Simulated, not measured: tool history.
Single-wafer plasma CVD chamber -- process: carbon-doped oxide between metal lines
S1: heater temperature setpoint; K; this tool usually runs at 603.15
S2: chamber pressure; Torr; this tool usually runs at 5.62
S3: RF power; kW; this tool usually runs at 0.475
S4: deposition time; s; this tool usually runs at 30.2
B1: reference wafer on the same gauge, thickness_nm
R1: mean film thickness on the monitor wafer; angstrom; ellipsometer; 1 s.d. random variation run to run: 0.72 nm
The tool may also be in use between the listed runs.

| run | hour | S1 | S2 | S3 | S4 | B1 | R1 |
|---|---|---|---|---|---|---|---|
| 1 | 0.0 | 603.15 | 5.62 | 0.410 | 30.2 | 168.921 | 1592.16 |
| 2 | 55.4 | 603.15 | 5.62 | 0.475 | 30.2 | 168.853 | 1726.29 |
|  | 73.7 | gauge calibrated |
|  | 234.9 | capacitance manometer re-zeroed and calibrated |
|  | 237.0 | showerhead replaced |
| 3 | 246.4 | 603.15 | 5.62 | 0.475 | 30.2 | 169.100 | 1718.13 |
| 4 | 297.5 | 603.15 | 5.62 | 0.475 | 30.2 | 168.946 | 1727.71 |
| 5 | 326.0 | 603.15 | 5.62 | 0.475 | 30.2 | 169.020 | 1717.34 |
|  | 358.3 | thermocouple changed; heater temperature recalibrated |
|  | 362.1 | RF generator calibrated |
| 6 | 365.2 | 603.15 | 5.62 | 0.475 | 30.2 | 169.084 | 1735.45 |
| 7 | 391.0 | 603.15 | 5.62 | 0.475 | 30.2 | 169.088 | 1731.29 |
| 8 | 444.5 | 610.15 | 6.28 | 0.505 | 27.8 | 168.953 | 1623.88 |
| 9 | 494.5 | 595.15 | 5.62 | 0.425 | 32.8 | 168.994 | 1807.32 |
|  | 500.4 | gauge calibrated |
| 10 | 557.1 | 608.15 | 5.62 | 0.475 | 30.2 | 168.937 | 1701.26 |
| 11 | 616.1 | 603.15 | 5.62 | 0.475 | 30.2 | 169.070 | 1730.90 |
| 12 | 673.5 | 603.15 | 5.62 | 0.475 | 26.8 | 168.960 | 1533.18 |
| 13 | 721.0 | 609.15 | 6.69 | 0.565 | 30.2 | 169.127 | 1889.40 |
| 14 | 761.9 | 603.15 | 5.62 | 0.475 | 33.3 | 169.134 | 1917.93 |

Alternative continuations, all from the tool just after run 14; predict every row:
| A | 762.3 | 603.15 | 5.62 | 0.475 | 24.8 | ? | ? |
| B | 762.3 | 589.15 | 6.49 | 0.555 | 24.4 | ? | ? |
| C | 762.3 | 597.15 | 4.75 | 0.565 | 30.2 | ? | ? |
| D | 762.3 | 595.15 | 7.00 | 0.410 | 25.2 | ? | ? |
| E | 762.3 | 608.15 | 4.97 | 0.530 | 30.2 | ? | ? |

| run | B1 | R1 |
|---|---|---|
| A | 169.005 | 1421.26 |
| B | 169.005 | 1609.09 |
| C | 169.005 | 1875.11 |
| D | 169.005 | 1396.14 |
| E | 169.005 | 1766.48 |
Take away the tool's hidden state, keep each run's random variation, and the runs would have read:
| run | R1 |
|---|---|
| A | 1421.26 |
| B | 1609.09 |
| C | 1875.11 |
| D | 1396.14 |
| E | 1766.48 |
